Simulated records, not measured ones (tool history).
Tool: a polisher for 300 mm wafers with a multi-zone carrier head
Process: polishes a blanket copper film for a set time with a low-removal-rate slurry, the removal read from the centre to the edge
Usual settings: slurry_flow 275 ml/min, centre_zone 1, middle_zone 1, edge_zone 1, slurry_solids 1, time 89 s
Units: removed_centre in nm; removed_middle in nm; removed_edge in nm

run,hour,slurry_flow,centre_zone,middle_zone,edge_zone,slurry_solids,time,"incoming thickness of the incoming film, nm",removed_centre,removed_middle,removed_edge
1,0,275,1,1,1,1,89,953.8,126.6,123.9,130.4
2,43.9,275,1,1,1,1,89,955.9,123.1,126.5,122.7
# hour 78.1: worn pad replaced by a new one
3,91.3,275,1,1,1,1,89,972.5,138.4,139.1,136.2
# hour 102.2: centre zone pressure recalibrated
4,151.3,275,1,1,1,1,89,949.9,129.5,133.1,134
# hour 190.6: slurry nozzle cleaned
5,221.7,275,1,1,1,1,89,965.7,130.4,129.2,131
# hour 233.4: edge zone pressure recalibrated
6,274.6,275,1,1,1,1,89,950,125.2,128.8,131.1
7,333.9,275,1,0.94,1.11,0.75,89,959.3,114.6,114.3,127.3
8,358,275,1,1,1,1,89,970.5,123.8,125.7,125.6
9,406.5,275,1.11,1,1,1,89,957.3,137.3,126.1,126.6
# hour 418.9: worn pad replaced by a new one
# hour 475.2: carrier head's membrane replaced by a new one
10,475.7,275,1,1,1,1.2,89,947.8,138,139.3,140
# hour 674.6: edge zone pressure recalibrated
11,687.4,275,1,0.89,1,1,63,969.2,87.7,81.4,88.4
# hour 720.9: slurry nozzle cleaned
12,738.9,275,1,1,1,1,89,975.6,124.2,126.2,126.1
# hour 773.8: worn pad replaced by a new one
13,776.9,275,1,1,1,1,89,966,141.6,138.7,144.9
14,802.8,275,0.9,0.89,1.1,1,67,955.6,91.9,95.9,108.7
15,859.1,340,1.11,1,1.03,1.1,89,949.5,155.3,138.1,137.6
16,930.5,345,1.04,1,1,1,89,957.9,135.8,132.2,133.5
# hour 939: centre zone pressure recalibrated
17,965.3,225,1,1,1,0.75,89,967.5,117.9,120.5,119.1
18,991.6,275,1,1,1,1,72,939.2,102.8,102.4,102.8
19,1038.6,360,1,0.95,1.07,0.85,89,943,122.2,122.4,131.5
# hour 1066.9: worn pad replaced by a new one
20,1093.2,275,1,1,1,1,89,948.7,139.2,138.4,139.2
# hour 1161.6: edge zone pressure recalibrated
21,1164,355,1.11,1,1,0.9,107,968.6,175.7,159.2,160
22,1224.6,275,1,1.07,1,1,89,956.8,124.5,135,128.2

Forecast each of these 3 alternatives for the next run:
A,1225,275,1,1,1.04,1,89,945.9,?,?,?
B,1225,275,0.94,0.88,1,1,64,945.9,?,?,?
C,1225,220,1,1,1,1,67,945.9,?,?,?

run,removed_centre,removed_middle,removed_edge
A,127.2,128.9,128
B,85.9,84,90.5
C,93.2,94.7,92.8
Without the tool's hidden state the same runs would have given:
run,removed_centre,removed_middle,removed_edge
A,140.1,141.9,141
B,94.6,92.6,99.6
C,102.7,104.3,102.3
